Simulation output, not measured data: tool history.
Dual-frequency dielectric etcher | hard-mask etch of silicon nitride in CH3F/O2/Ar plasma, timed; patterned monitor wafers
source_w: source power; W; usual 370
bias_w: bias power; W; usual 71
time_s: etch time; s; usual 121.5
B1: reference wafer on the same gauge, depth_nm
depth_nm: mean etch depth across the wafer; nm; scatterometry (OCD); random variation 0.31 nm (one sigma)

{"run": 1, "hour": 0.0, "source_w": 370, "bias_w": 71, "time_s": 94.5, "B1": 85.0, "depth_nm": 66.5}
{"run": 2, "hour": 81.4, "source_w": 370, "bias_w": 71, "time_s": 132.0, "B1": 85.1, "depth_nm": 93.6}
{"run": 3, "hour": 178.5, "source_w": 370, "bias_w": 71, "time_s": 132.0, "B1": 85.0, "depth_nm": 93.8}
{"run": 4, "hour": 259.6, "source_w": 370, "bias_w": 71, "time_s": 132.0, "B1": 85.0, "depth_nm": 94.2}
{"run": 5, "hour": 306.9, "source_w": 370, "bias_w": 71, "time_s": 121.5, "B1": 85.2, "depth_nm": 87.0}
{"hour": 380.3, "done": "bias power generator calibrated"}
{"run": 6, "hour": 402.1, "source_w": 370, "bias_w": 71, "time_s": 121.5, "B1": 85.0, "depth_nm": 87.3}
{"hour": 409.8, "done": "gauge calibrated"}
{"hour": 662.5, "done": "wet clean of the chamber"}
{"run": 7, "hour": 702.0, "source_w": 370, "bias_w": 71, "time_s": 121.5, "B1": 85.0, "depth_nm": 86.0}
{"run": 8, "hour": 743.6, "source_w": 370, "bias_w": 71, "time_s": 121.5, "B1": 85.0, "depth_nm": 86.3}
{"run": 9, "hour": 806.8, "source_w": 420, "bias_w": 84, "time_s": 86.5, "B1": 85.0, "depth_nm": 67.4}
{"run": 10, "hour": 910.9, "source_w": 340, "bias_w": 58, "time_s": 121.5, "B1": 84.9, "depth_nm": 79.6}
{"run": 11, "hour": 986.0, "source_w": 370, "bias_w": 71, "time_s": 121.5, "B1": 85.0, "depth_nm": 86.2}
{"run": 12, "hour": 1048.7, "source_w": 370, "bias_w": 71, "time_s": 154.5, "B1": 85.0, "depth_nm": 110.9}
{"run": 13, "hour": 1118.4, "source_w": 420, "bias_w": 62, "time_s": 109.0, "B1": 85.0, "depth_nm": 79.5}
{"hour": 1193.3, "done": "source power generator calibrated"}
{"run": 14, "hour": 1193.8, "source_w": 320, "bias_w": 71, "time_s": 146.5, "B1": 85.0, "depth_nm": 101.5}
{"run": 15, "hour": 1231.4, "source_w": 290, "bias_w": 71, "time_s": 131.5, "B1": 85.0, "depth_nm": 86.9}
{"run": 16, "hour": 1278.6, "source_w": 370, "bias_w": 71, "time_s": 121.5, "B1": 85.0, "depth_nm": 88.7}
{"run": 17, "hour": 1348.3, "source_w": 370, "bias_w": 87, "time_s": 121.5, "B1": 84.9, "depth_nm": 94.1}
{"hour": 1407.2, "done": "wet clean of the chamber"}
{"run": 18, "hour": 1424.0, "source_w": 420, "bias_w": 84, "time_s": 86.5, "B1": 85.0, "depth_nm": 67.8}
{"run": 19, "hour": 1489.7, "source_w": 370, "bias_w": 71, "time_s": 121.5, "B1": 85.0, "depth_nm": 86.1}
{"hour": 1535.4, "done": "upper electrode replaced"}
{"run": 20, "hour": 1535.9, "source_w": 420, "bias_w": 78, "time_s": 150.5, "B1": 84.8, "depth_nm": 115.9}
{"run": 21, "hour": 1636.5, "source_w": 320, "bias_w": 85, "time_s": 137.5, "B1": 85.0, "depth_nm": 97.9}
{"run": 22, "hour": 1707.0, "source_w": 420, "bias_w": 58, "time_s": 98.5, "B1": 85.0, "depth_nm": 70.5}
{"run": 23, "hour": 1774.4, "source_w": 370, "bias_w": 71, "time_s": 121.5, "B1": 85.1, "depth_nm": 88.3}
{"run": 24, "hour": 1814.1, "source_w": 280, "bias_w": 71, "time_s": 121.5, "B1": 84.9, "depth_nm": 78.8}
{"run": 25, "hour": 1870.4, "source_w": 370, "bias_w": 71, "time_s": 121.5, "B1": 85.0, "depth_nm": 88.4}
{"hour": 2059.3, "done": "bias power generator calibrated"}
{"hour": 2088.6, "done": "wet clean of the chamber"}
{"run": 26, "hour": 2128.6, "source_w": 370, "bias_w": 71, "time_s": 121.5, "B1": 84.9, "depth_nm": 85.9}
{"run": 27, "hour": 2179.1, "source_w": 370, "bias_w": 57, "time_s": 106.0, "B1": 85.0, "depth_nm": 71.4}
{"run": 28, "hour": 2246.5, "source_w": 370, "bias_w": 71, "time_s": 87.5, "B1": 85.0, "depth_nm": 62.4}
{"run": 29, "hour": 2295.3, "source_w": 400, "bias_w": 78, "time_s": 140.0, "B1": 85.0, "depth_nm": 106.1}
{"run": 30, "hour": 2366.5, "source_w": 440, "bias_w": 54, "time_s": 101.0, "B1": 85.0, "depth_nm": 72.2}

Forecast each of these 3 alternatives for the next run:
{"run": "A", "hour": 2367.0, "source_w": 320, "bias_w": 71, "time_s": 121.5, "B1": "?", "depth_nm": "?"}
{"run": "B", "hour": 2367.0, "source_w": 370, "bias_w": 71, "time_s": 88.5, "B1": "?", "depth_nm": "?"}
{"run": "C", "hour": 2367.0, "source_w": 420, "bias_w": 71, "time_s": 85.0, "B1": "?", "depth_nm": "?"}

run=A B1=85.0 depth_nm=82.0
run=B B1=85.0 depth_nm=63.3
run=C B1=85.0 depth_nm=63.9
Without the tool's hidden state the same runs would have given:
run=A depth_nm=81.6
run=B depth_nm=63.0
run=C depth_nm=63.5
